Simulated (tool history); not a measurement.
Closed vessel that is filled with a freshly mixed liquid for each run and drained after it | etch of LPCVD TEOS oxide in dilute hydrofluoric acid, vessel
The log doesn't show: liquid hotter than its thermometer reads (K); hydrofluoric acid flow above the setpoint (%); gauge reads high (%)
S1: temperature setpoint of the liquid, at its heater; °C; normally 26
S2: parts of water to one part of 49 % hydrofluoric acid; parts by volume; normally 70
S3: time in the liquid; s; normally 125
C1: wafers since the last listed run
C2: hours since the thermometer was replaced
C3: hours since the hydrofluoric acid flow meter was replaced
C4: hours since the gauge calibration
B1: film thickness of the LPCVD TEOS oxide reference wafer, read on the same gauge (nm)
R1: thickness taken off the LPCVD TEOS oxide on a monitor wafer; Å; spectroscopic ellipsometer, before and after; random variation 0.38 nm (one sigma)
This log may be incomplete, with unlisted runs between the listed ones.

run,day,S1,S2,S3,C1,C2,C3,C4,B1,R1
1,0,26,70,125,0,480.3,43.7,821.2,79.99,426.2
2,2.025,26,70,125,3127,528.9,92.3,869.8,79.98,426
3,3.358,26,70,125,2059,560.9,124.3,901.8,79.96,427.9
4,6.088,26,70,125,4215,626.4,189.8,967.3,79.95,430.2
5,7.604,26,90,110,2342,662.8,226.2,1003.7,80.01,287.2
6,8.604,26,90,110,1544,686.8,250.2,1027.7,80.04,293.3
7,10.817,26,90,110,3417,739.9,303.3,1080.8,80.06,293.2
8,11.908,26,70,125,1686,766.1,329.5,1107,79.99,436.5
9,13.1,26,70,125,1840,794.7,358.1,1135.6,80.03,444.6
10,14.842,26,70,125,2690,836.5,399.9,1177.4,79.99,446.3
11,16.425,23.5,50,125,2445,874.5,437.9,1215.4,80.02,587.1
12,17.433,23.5,50,125,1557,898.7,462.1,1239.6,80.05,587.7
13,19.596,23.5,50,125,3340,950.6,514,1291.5,79.98,589.7
14,21.346,26,60,95,2703,992.6,556,1333.5,79.96,402.3
15,22.762,26,60,95,2188,1026.6,590,1367.5,80,416.7
# day 23.304: hydrofluoric acid flow meter replaced
16,29.742,23.5,85,85,10715,1194.1,154.5,1535,80,214.3
17,32.375,29,95,70,4067,1257.3,217.7,1598.2,79.93,192.7
18,33.842,26,70,125,2265,1292.5,252.9,1633.4,80.01,433
# day 35.429: thermometer replaced
19,36.442,24.5,70,105,3951,24.3,315.3,1695.8,79.99,348
20,39.438,29.5,45,125,4627,96.2,387.2,1767.7,79.98,815.4
21,41.225,28,70,125,2761,139.1,430.1,1810.6,80,478.4
22,43.633,29.5,55,125,3720,196.9,487.9,1868.4,79.97,667.8
23,45.217,24.5,90,75,2445,234.9,525.9,1906.4,80.02,192.3
# day 46.838: gauge calibrated
24,47.921,26,70,125,4176,299.8,590.8,26,79.99,452.4
# day 49.212: hydrofluoric acid flow meter replaced
25,49.679,28,50,185,2651,342,11.2,68.2,80.04,966.2
26,52.496,26,85,65,4350,409.6,78.8,135.8,80.02,177.4
27,54.65,29,90,80,3327,461.3,130.5,187.5,80.01,234.8
28,56.975,26,70,125,3591,517.1,186.3,243.3,79.99,435.2
29,58.279,29,80,125,2014,548.4,217.6,274.6,79.99,415.9
30,61.125,26,70,125,4395,616.7,285.9,342.9,79.99,434.8
31,63.4,26,40,125,3514,671.3,340.5,397.5,79.98,798.3
32,65.433,26,70,125,3140,720.1,389.3,446.3,79.97,446.7
33,68.408,26,70,125,4595,791.5,460.7,517.7,80.03,447

Hidden state, per run?
liquid hotter than its thermometer reads (K): 0, the same for each run
gauge reads high (%): 0, the same for each run
H1: hydrofluoric acid flow above the setpoint (%)
run,H1
1,1.33
2,1.95
3,2.36
4,3.2
5,3.67
6,3.98
7,4.66
8,4.99
9,5.36
10,5.9
11,6.38
12,6.69
13,7.36
14,7.9
15,8.33
16,1.99
17,2.8
18,3.25
19,4.05
20,4.97
21,5.52
22,6.26
23,6.75
24,7.58
25,0.882
26,1.75
27,2.41
28,3.13
29,3.53
30,4.4
31,5.1
32,5.73
33,6.64

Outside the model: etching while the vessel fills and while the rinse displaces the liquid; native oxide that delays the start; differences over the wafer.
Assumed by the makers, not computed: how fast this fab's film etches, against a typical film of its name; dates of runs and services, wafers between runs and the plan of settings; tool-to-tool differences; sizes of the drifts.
